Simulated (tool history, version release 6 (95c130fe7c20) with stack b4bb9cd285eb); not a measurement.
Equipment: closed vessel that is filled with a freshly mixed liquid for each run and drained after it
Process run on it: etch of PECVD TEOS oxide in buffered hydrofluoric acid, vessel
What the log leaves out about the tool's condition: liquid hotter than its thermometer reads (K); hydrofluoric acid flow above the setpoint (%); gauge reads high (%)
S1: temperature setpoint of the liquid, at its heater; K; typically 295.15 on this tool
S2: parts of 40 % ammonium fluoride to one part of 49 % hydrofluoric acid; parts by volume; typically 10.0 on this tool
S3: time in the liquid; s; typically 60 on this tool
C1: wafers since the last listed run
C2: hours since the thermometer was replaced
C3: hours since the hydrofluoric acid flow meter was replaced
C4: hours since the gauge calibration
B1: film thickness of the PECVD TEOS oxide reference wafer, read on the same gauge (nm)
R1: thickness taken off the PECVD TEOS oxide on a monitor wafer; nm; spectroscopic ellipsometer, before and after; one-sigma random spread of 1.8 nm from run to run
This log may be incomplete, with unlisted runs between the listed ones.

| run | hour | S1 | S2 | S3 | C1 | C2 | C3 | C4 | B1 | R1 |
|---|---|---|---|---|---|---|---|---|---|---|
| 1 | 0.0 | 295.15 | 10.0 | 60 | 0 | 563.0 | 417.2 | 872.6 | 69.98 | 252.90 |
| 2 | 71.7 | 295.15 | 10.0 | 60 | 5770 | 634.7 | 488.9 | 944.3 | 70.02 | 257.54 |
|  | 108.8 | thermometer replaced |
|  | 124.5 | hydrofluoric acid flow meter replaced |
| 3 | 176.9 | 295.15 | 10.0 | 60 | 8305 | 68.1 | 52.4 | 1049.5 | 70.00 | 234.93 |
| 4 | 487.3 | 295.15 | 11.5 | 60 | 24980 | 378.5 | 362.8 | 1359.9 | 70.01 | 216.42 |
| 5 | 569.1 | 295.15 | 11.5 | 60 | 6583 | 460.3 | 444.6 | 1441.7 | 69.99 | 221.51 |
| 6 | 651.3 | 295.15 | 11.5 | 60 | 6615 | 542.5 | 526.8 | 1523.9 | 69.98 | 223.00 |
|  | 689.5 | hydrofluoric acid flow meter replaced |
|  | 756.8 | thermometer replaced |
| 7 | 851.3 | 295.15 | 10.0 | 35 | 15934 | 94.5 | 161.8 | 1723.9 | 70.01 | 139.17 |
|  | 902.4 | gauge calibrated |
| 8 | 954.4 | 295.15 | 10.0 | 35 | 8297 | 197.6 | 264.9 | 52.0 | 69.97 | 140.59 |
| 9 | 1017.9 | 295.15 | 10.0 | 60 | 5110 | 261.1 | 328.4 | 115.5 | 69.99 | 241.54 |
| 10 | 1114.1 | 295.15 | 13.0 | 60 | 7742 | 357.3 | 424.6 | 211.7 | 70.02 | 191.29 |
|  | 1224.1 | hydrofluoric acid flow meter replaced |
| 11 | 1342.8 | 295.15 | 8.5 | 40 | 18324 | 586.0 | 118.7 | 440.4 | 69.99 | 193.13 |
| 12 | 1389.6 | 299.65 | 10.0 | 50 | 3766 | 632.8 | 165.5 | 487.2 | 70.00 | 274.20 |
| 13 | 1476.7 | 297.65 | 12.0 | 75 | 7009 | 719.9 | 252.6 | 574.3 | 69.97 | 312.31 |
| 14 | 1531.5 | 295.15 | 10.0 | 60 | 4410 | 774.7 | 307.4 | 629.1 | 70.01 | 260.74 |
|  | 1565.6 | thermometer replaced |
| 15 | 1634.6 | 295.15 | 10.0 | 60 | 8216 | 69.0 | 410.5 | 732.2 | 69.97 | 237.31 |
|  | 1714.9 | hydrofluoric acid flow meter replaced |
| 16 | 1742.2 | 295.15 | 10.0 | 60 | 8578 | 176.6 | 27.3 | 839.8 | 70.00 | 242.24 |
| 17 | 1781.8 | 298.15 | 10.0 | 60 | 3186 | 216.2 | 66.9 | 879.4 | 70.02 | 284.17 |
| 18 | 1818.2 | 293.65 | 10.0 | 60 | 2929 | 252.6 | 103.3 | 915.8 | 70.02 | 226.36 |
| 19 | 1866.2 | 298.15 | 11.5 | 30 | 3862 | 300.6 | 151.3 | 963.8 | 69.99 | 125.29 |
| 20 | 1965.0 | 295.15 | 8.5 | 45 | 7951 | 399.4 | 250.1 | 1062.6 | 70.01 | 215.25 |

Predict each of these 4 candidate next runs independently; none follows another, all start after run 20:
| A | 1965.7 | 295.15 | 10.0 | 45 | 56 | 400.1 | 250.8 | 1063.3 | ? | ? |
| B | 1965.7 | 299.65 | 6.5 | 30 | 56 | 400.1 | 250.8 | 1063.3 | ? | ? |
| C | 1965.7 | 292.15 | 11.5 | 80 | 56 | 400.1 | 250.8 | 1063.3 | ? | ? |
| D | 1965.7 | 295.15 | 6.0 | 45 | 56 | 400.1 | 250.8 | 1063.3 | ? | ? |

| run | B1 | R1 |
|---|---|---|
| A | 70.00 | 186.65 |
| B | 70.00 | 237.16 |
| C | 70.00 | 245.30 |
| D | 70.00 | 299.21 |
Had the tool no hidden state, the same runs would have come out as:
| run | R1 |
|---|---|
| A | 173.11 |
| B | 220.46 |
| C | 227.14 |
| D | 277.54 |

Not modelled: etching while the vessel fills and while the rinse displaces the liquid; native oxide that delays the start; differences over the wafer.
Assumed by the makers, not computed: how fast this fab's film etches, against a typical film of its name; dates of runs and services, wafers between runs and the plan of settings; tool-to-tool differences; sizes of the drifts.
